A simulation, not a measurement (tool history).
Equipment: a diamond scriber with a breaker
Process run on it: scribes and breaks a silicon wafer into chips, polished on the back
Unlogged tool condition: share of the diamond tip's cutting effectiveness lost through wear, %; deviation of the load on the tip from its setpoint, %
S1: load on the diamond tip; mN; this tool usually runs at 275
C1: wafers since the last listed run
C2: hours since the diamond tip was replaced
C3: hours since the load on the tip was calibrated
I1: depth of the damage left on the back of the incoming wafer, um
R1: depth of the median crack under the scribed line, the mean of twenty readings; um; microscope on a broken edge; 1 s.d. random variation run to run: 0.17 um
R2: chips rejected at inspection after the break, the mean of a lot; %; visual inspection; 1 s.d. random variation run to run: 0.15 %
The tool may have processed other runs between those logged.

run 1 day=0.000 | S1=275 | C1=0 C2=596.0 C3=701.9 | I1=0.05 | R1=7.94 R2=4.45
run 2 day=0.871 | S1=275 | C1=43 C2=616.9 C3=722.8 | I1=0.04 | R1=7.53 R2=4.07
run 3 day=2.208 | S1=275 | C1=67 C2=649.0 C3=754.9 | I1=0.02 | R1=7.58 R2=4.25
run 4 day=2.750 | S1=242 | C1=27 C2=662.0 C3=767.9 | I1=0.02 | R1=7.12 R2=7.60
run 5 day=3.354 | S1=257 | C1=30 C2=676.5 C3=782.4 | I1=0.04 | R1=7.51 R2=6.33
run 6 day=4.196 | S1=257 | C1=42 C2=696.7 C3=802.6 | I1=0.01 | R1=7.18 R2=5.96
run 7 day=8.454 | S1=275 | C1=214 C2=798.9 C3=904.8 | I1=0.01 | R1=7.37 R2=5.03
run 8 day=9.171 | S1=275 | C1=36 C2=816.1 C3=922.0 | I1=0.01 | R1=7.39 R2=4.99
run 9 day=10.183 | S1=275 | C1=50 C2=840.4 C3=946.3 | I1=0.03 | R1=7.10 R2=5.62
run 10 day=10.767 | S1=275 | C1=29 C2=854.4 C3=960.3 | I1=0.05 | R1=7.28 R2=5.47
run 11 day=11.408 | S1=317 | C1=32 C2=869.8 C3=975.7 | I1=0.03 | R1=8.18 R2=3.00
run 12 day=12.642 | S1=317 | C1=62 C2=899.4 C3=1005.3 | I1=0.02 | R1=7.99 R2=2.62
run 13 day=13.900 | S1=275 | C1=63 C2=929.6 C3=1035.5 | I1=0.03 | R1=7.41 R2=5.98
-- day=14.025 diamond tip replaced by a new one
run 14 day=14.617 | S1=275 | C1=31 C2=14.2 C3=1052.7 | I1=0.02 | R1=8.51 R2=2.21
run 15 day=15.158 | S1=218 | C1=27 C2=27.2 C3=1065.7 | I1=0.03 | R1=7.16 R2=4.91
run 16 day=16.100 | S1=218 | C1=47 C2=49.8 C3=1088.3 | I1=0.03 | R1=7.33 R2=6.17
run 17 day=17.250 | S1=335 | C1=57 C2=77.4 C3=1115.9 | I1=0.02 | R1=9.26 R2=2.85
-- day=18.371 load on the tip recalibrated
run 18 day=18.417 | S1=335 | C1=54 C2=105.4 C3=1.1 | I1=0.01 | R1=9.43 R2=3.15
run 19 day=19.400 | S1=301 | C1=49 C2=129.0 C3=24.7 | I1=0.01 | R1=9.00 R2=1.94
run 20 day=20.450 | S1=350 | C1=52 C2=154.2 C3=49.9 | I1=0.03 | R1=9.60 R2=3.16
run 21 day=21.004 | S1=332 | C1=27 C2=167.5 C3=63.2 | I1=0.03 | R1=9.12 R2=2.49
run 22 day=21.967 | S1=344 | C1=48 C2=190.6 C3=86.3 | I1=0.02 | R1=9.46 R2=2.65
run 23 day=23.396 | S1=327 | C1=71 C2=224.9 C3=120.6 | I1=0.04 | R1=9.19 R2=2.21
run 24 day=24.650 | S1=325 | C1=63 C2=255.0 C3=150.7 | I1=0.03 | R1=9.26 R2=2.16
run 25 day=26.054 | S1=333 | C1=70 C2=288.7 C3=184.4 | I1=0.02 | R1=9.12 R2=2.35
run 26 day=26.750 | S1=275 | C1=34 C2=305.4 C3=201.1 | I1=0.04 | R1=8.07 R2=2.37
run 27 day=27.958 | S1=213 | C1=60 C2=334.4 C3=230.1 | I1=0.03 | R1=6.80 R2=8.55
run 28 day=28.933 | S1=275 | C1=49 C2=357.8 C3=253.5 | I1=0.04 | R1=7.96 R2=2.81
run 29 day=29.471 | S1=275 | C1=27 C2=370.7 C3=266.4 | I1=0.04 | R1=7.71 R2=2.80
run 30 day=30.867 | S1=240 | C1=70 C2=404.2 C3=299.9 | I1=0.05 | R1=7.35 R2=5.38
run 31 day=31.667 | S1=326 | C1=40 C2=423.4 C3=319.1 | I1=0.04 | R1=8.66 R2=2.08
run 32 day=32.638 | S1=250 | C1=48 C2=446.7 C3=342.4 | I1=0.05 | R1=7.57 R2=4.33
run 33 day=33.354 | S1=210 | C1=36 C2=463.9 C3=359.6 | I1=0.04 | R1=6.56 R2=8.77
run 34 day=33.929 | S1=312 | C1=28 C2=477.7 C3=373.4 | I1=0.01 | R1=8.54 R2=2.06
run 35 day=35.050 | S1=357 | C1=56 C2=504.6 C3=400.3 | I1=0.03 | R1=9.21 R2=2.55
run 36 day=36.392 | S1=248 | C1=67 C2=536.8 C3=432.5 | I1=0.03 | R1=7.28 R2=5.55
run 37 day=37.712 | S1=226 | C1=66 C2=568.5 C3=464.2 | I1=0.05 | R1=6.70 R2=9.58
run 38 day=38.879 | S1=218 | C1=58 C2=596.5 C3=492.2 | I1=0.05 | R1=6.69 R2=10.14
run 39 day=42.108 | S1=301 | C1=162 C2=674.0 C3=569.7 | I1=0.03 | R1=8.08 R2=2.78
run 40 day=43.483 | S1=209 | C1=69 C2=707.0 C3=602.7 | I1=0.03 | R1=6.54 R2=14.30
run 41 day=44.333 | S1=312 | C1=42 C2=727.4 C3=623.1 | I1=0.04 | R1=7.96 R2=2.63
run 42 day=45.712 | S1=275 | C1=69 C2=760.5 C3=656.2 | I1=0.03 | R1=7.58 R2=3.92

Alternative continuations, all from the tool just after run 42; predict every row:
run A day=45.733 | S1=353 | C1=1 C2=761.0 C3=656.7 | I1=0.04 | R1=? R2=?
run B day=45.733 | S1=309 | C1=1 C2=761.0 C3=656.7 | I1=0.04 | R1=? R2=?
run C day=45.733 | S1=306 | C1=1 C2=761.0 C3=656.7 | I1=0.04 | R1=? R2=?
run D day=45.733 | S1=331 | C1=1 C2=761.0 C3=656.7 | I1=0.04 | R1=? R2=?

run=A R1=8.53 R2=1.98
run=B R1=7.90 R2=2.85
run=C R1=7.86 R2=2.98
run=D R1=8.22 R2=2.17
Had the tool no hidden state, the same runs would have come out as:
run=A R1=9.83 R2=5.06
run=B R1=9.10 R2=2.64
run=C R1=9.05 R2=2.54
run=D R1=9.47 R2=3.67

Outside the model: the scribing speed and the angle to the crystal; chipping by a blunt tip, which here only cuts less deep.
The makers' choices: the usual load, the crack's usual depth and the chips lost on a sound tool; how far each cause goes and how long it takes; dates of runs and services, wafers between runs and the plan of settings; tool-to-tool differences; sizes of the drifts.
